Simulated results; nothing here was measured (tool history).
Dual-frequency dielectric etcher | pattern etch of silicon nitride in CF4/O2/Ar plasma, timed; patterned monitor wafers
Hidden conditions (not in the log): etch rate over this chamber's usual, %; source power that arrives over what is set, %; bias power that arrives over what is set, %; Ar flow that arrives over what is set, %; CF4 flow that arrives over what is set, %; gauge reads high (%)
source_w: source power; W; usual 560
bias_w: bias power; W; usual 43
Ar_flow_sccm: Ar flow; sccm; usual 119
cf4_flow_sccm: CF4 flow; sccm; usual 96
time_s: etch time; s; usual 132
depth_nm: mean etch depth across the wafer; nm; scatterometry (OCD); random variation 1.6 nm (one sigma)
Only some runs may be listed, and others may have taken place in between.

run     day  source_w  bias_w  Ar_flow_sccm  cf4_flow_sccm  time_s  wafers since the last listed run  hours since the last wet clean  hours since the last source power generator calibration  hours since the last bias power generator calibration  hours since the last Ar flow controller change  hours since the last CF4 flow controller change  hours since the last upper electrode change  hours since the gauge calibration  read-back reference wafer on the same gauge, depth_nm  depth_nm
  1       0       560      46           119             96   155.5                                 0                            37.3                                                   2931.7                                                 3706.8                                          2600.1                                           3392.3                                       3095.1                                233                                                  226.5     289.7
  2   2.362       560      43           119             96   144.5                               341                              94                                                   2988.4                                                 3763.5                                          2656.8                                             3449                                       3151.8                              289.7                                                  226.7       267
  3     4.6       560      43           119             96     132                               323                           147.7                                                   3042.1                                                 3817.2                                          2710.5                                           3502.7                                       3205.5                              343.4                                                  226.9     242.6
  4   5.767       560      43           104             96     132                               168                           175.7                                                   3070.1                                                 3845.2                                          2738.5                                           3530.7                                       3233.5                              371.4                                                  227.4     245.7
  5   8.512       560      43           104             96     132                               397                           241.6                                                     3136                                                 3911.1                                          2804.4                                           3596.6                                       3299.4                              437.3                                                  227.1       247
     10.721  -- gauge calibrated
     10.983  -- source power generator calibrated
  6  14.938       560      43           104             96     132                               905                           395.8                                                     94.9                                                 4065.3                                          2958.6                                           3750.8                                       3453.6                              101.2                                                  227.1     245.9
     17.046  -- upper electrode replaced
  7  17.067       560      43           119             96     132                               163                           446.9                                                      146                                                 4116.4                                          3009.7                                           3801.9                                          0.5                              152.3                                                  226.9     242.8

Run 8 has not been measured yet. What should we expect?
     18.704  -- wet clean of the chamber
  8  20.475       560      43           119             96     132                               348                            42.5                                                    227.8                                                 4198.2                                          3091.5                                           3883.7                                         82.3                              234.1                                                      ?         ?

For run 8 the tool returned read-back reference wafer on the same gauge, depth_nm 226.9, depth_nm 243.8 nm.
Without the tool's hidden state the same run would have given depth_nm 243.8 nm.

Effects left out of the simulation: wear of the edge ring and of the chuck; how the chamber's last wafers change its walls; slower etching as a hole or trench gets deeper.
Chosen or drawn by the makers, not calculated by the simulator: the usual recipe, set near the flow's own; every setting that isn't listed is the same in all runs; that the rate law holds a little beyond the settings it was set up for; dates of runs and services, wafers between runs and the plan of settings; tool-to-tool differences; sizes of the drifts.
